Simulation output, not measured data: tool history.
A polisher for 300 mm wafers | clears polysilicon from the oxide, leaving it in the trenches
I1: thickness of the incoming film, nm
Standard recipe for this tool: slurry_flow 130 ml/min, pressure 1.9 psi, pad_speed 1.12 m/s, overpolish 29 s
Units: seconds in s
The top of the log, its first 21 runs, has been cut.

{"hour": 1358.7, "done": "worn pad replaced by a new one"}
{"run": 22, "hour": 1414.5, "slurry_flow": 130, "pressure": 1.9, "pad_speed": 1.12, "overpolish": 41, "I1": 545.5, "seconds": 52.8}
{"run": 23, "hour": 1464.3, "slurry_flow": 105, "pressure": 2.4, "pad_speed": 1.26, "overpolish": 22, "I1": 558.4, "seconds": 43.2}
{"run": 24, "hour": 1517.2, "slurry_flow": 130, "pressure": 2.5, "pad_speed": 1.12, "overpolish": 29, "I1": 550.2, "seconds": 44.9}
{"run": 25, "hour": 1550.7, "slurry_flow": 130, "pressure": 1.6, "pad_speed": 1.12, "overpolish": 39, "I1": 549.8, "seconds": 63.8}
{"hour": 1583.3, "done": "head pressure recalibrated"}
{"run": 26, "hour": 1587.6, "slurry_flow": 130, "pressure": 1.9, "pad_speed": 1.12, "overpolish": 22, "I1": 554.3, "seconds": 57.7}
{"run": 27, "hour": 1624.2, "slurry_flow": 110, "pressure": 1.9, "pad_speed": 0.96, "overpolish": 12, "I1": 541.3, "seconds": 67.9}
{"hour": 1683.5, "done": "slurry nozzle cleaned"}
{"run": 28, "hour": 1756.5, "slurry_flow": 90, "pressure": 1.9, "pad_speed": 1.12, "overpolish": 15, "I1": 551.4, "seconds": 63.1}
{"run": 29, "hour": 1796.8, "slurry_flow": 130, "pressure": 1.9, "pad_speed": 1, "overpolish": 29, "I1": 541.1, "seconds": 64.8}

The next listed run, before its measurement:
{"run": 30, "hour": 1861.2, "slurry_flow": 110, "pressure": 2.2, "pad_speed": 1.12, "overpolish": 29, "I1": 554.6, "seconds": "?"}

seconds: 54.6 s
With the hidden condition absent and the run-to-run variation left alone, this run would have shown seconds 47.3 s.
